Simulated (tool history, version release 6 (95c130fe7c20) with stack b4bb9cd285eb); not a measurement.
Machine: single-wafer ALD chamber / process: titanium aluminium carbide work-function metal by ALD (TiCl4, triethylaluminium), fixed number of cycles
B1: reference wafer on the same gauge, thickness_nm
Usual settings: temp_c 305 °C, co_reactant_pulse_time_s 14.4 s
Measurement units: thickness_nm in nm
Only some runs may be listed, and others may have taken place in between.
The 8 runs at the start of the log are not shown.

run 9 day=25.904 | temp_c=305 co_reactant_pulse_time_s=14.4 | B1=2.311 | thickness_nm=2.247
run 10 day=28.946 | temp_c=305 co_reactant_pulse_time_s=14.4 | B1=2.313 | thickness_nm=2.22
run 11 day=33.229 | temp_c=293 co_reactant_pulse_time_s=11.36 | B1=2.315 | thickness_nm=2.037
run 12 day=37.517 | temp_c=317 co_reactant_pulse_time_s=10.52 | B1=2.308 | thickness_nm=2.208
-- day=40.692 thermocouple changed; heater temperature recalibrated
run 13 day=44.221 | temp_c=300 co_reactant_pulse_time_s=18.08 | B1=2.309 | thickness_nm=2.208
run 14 day=46.392 | temp_c=291 co_reactant_pulse_time_s=16.59 | B1=2.312 | thickness_nm=2.092
run 15 day=50.55 | temp_c=298 co_reactant_pulse_time_s=17.06 | B1=2.307 | thickness_nm=2.148
run 16 day=52.783 | temp_c=298 co_reactant_pulse_time_s=11.55 | B1=2.307 | thickness_nm=1.995
run 17 day=55.346 | temp_c=305 co_reactant_pulse_time_s=9.74 | B1=2.31 | thickness_nm=1.962
-- day=56.567 gauge calibrated
run 18 day=58.108 | temp_c=317 co_reactant_pulse_time_s=10.52 | B1=2.308 | thickness_nm=2.105
run 19 day=61.467 | temp_c=297 co_reactant_pulse_time_s=14.4 | B1=2.309 | thickness_nm=2.079
run 20 day=63.796 | temp_c=299 co_reactant_pulse_time_s=17.84 | B1=2.311 | thickness_nm=2.149
run 21 day=66.708 | temp_c=305 co_reactant_pulse_time_s=14.4 | B1=2.31 | thickness_nm=2.135
-- day=68.225 triethylaluminium bottle replaced
run 22 day=69.142 | temp_c=305 co_reactant_pulse_time_s=14.4 | B1=2.312 | thickness_nm=2.261
run 23 day=72.617 | temp_c=299 co_reactant_pulse_time_s=14.4 | B1=2.31 | thickness_nm=2.198
-- day=74.046 showerhead replaced
run 24 day=76.288 | temp_c=305 co_reactant_pulse_time_s=14.4 | B1=2.31 | thickness_nm=2.252
run 25 day=79.646 | temp_c=298 co_reactant_pulse_time_s=18 | B1=2.31 | thickness_nm=2.189
run 26 day=82.988 | temp_c=305 co_reactant_pulse_time_s=14.4 | B1=2.312 | thickness_nm=2.224
run 27 day=87.479 | temp_c=298 co_reactant_pulse_time_s=18 | B1=2.312 | thickness_nm=2.181
run 28 day=89.362 | temp_c=292 co_reactant_pulse_time_s=9.37 | B1=2.306 | thickness_nm=1.893
run 29 day=91.362 | temp_c=305 co_reactant_pulse_time_s=14.4 | B1=2.31 | thickness_nm=2.184
run 30 day=95.596 | temp_c=301 co_reactant_pulse_time_s=14.4 | B1=2.308 | thickness_nm=2.18
run 31 day=98.408 | temp_c=319 co_reactant_pulse_time_s=9.14 | B1=2.313 | thickness_nm=2.084
run 32 day=101.904 | temp_c=312 co_reactant_pulse_time_s=10.55 | B1=2.308 | thickness_nm=2.105
run 33 day=104.342 | temp_c=298 co_reactant_pulse_time_s=20.12 | B1=2.313 | thickness_nm=2.184

4 ways to go on from here, each from the tool as it stands after run 33. What would each give?
run A day=104.358 | temp_c=293 co_reactant_pulse_time_s=14.4 | B1=? | thickness_nm=?
run B day=104.358 | temp_c=294 co_reactant_pulse_time_s=16.59 | B1=? | thickness_nm=?
run C day=104.358 | temp_c=314 co_reactant_pulse_time_s=14.4 | B1=? | thickness_nm=?
run D day=104.358 | temp_c=291 co_reactant_pulse_time_s=11.93 | B1=? | thickness_nm=?

run=A B1=2.31 thickness_nm=2.073
run=B B1=2.31 thickness_nm=2.124
run=C B1=2.31 thickness_nm=2.278
run=D B1=2.31 thickness_nm=1.976
Without the tool's hidden state the same runs would have given:
run=A thickness_nm=2.162
run=B thickness_nm=2.18
run=C thickness_nm=2.375
run=D thickness_nm=2.119
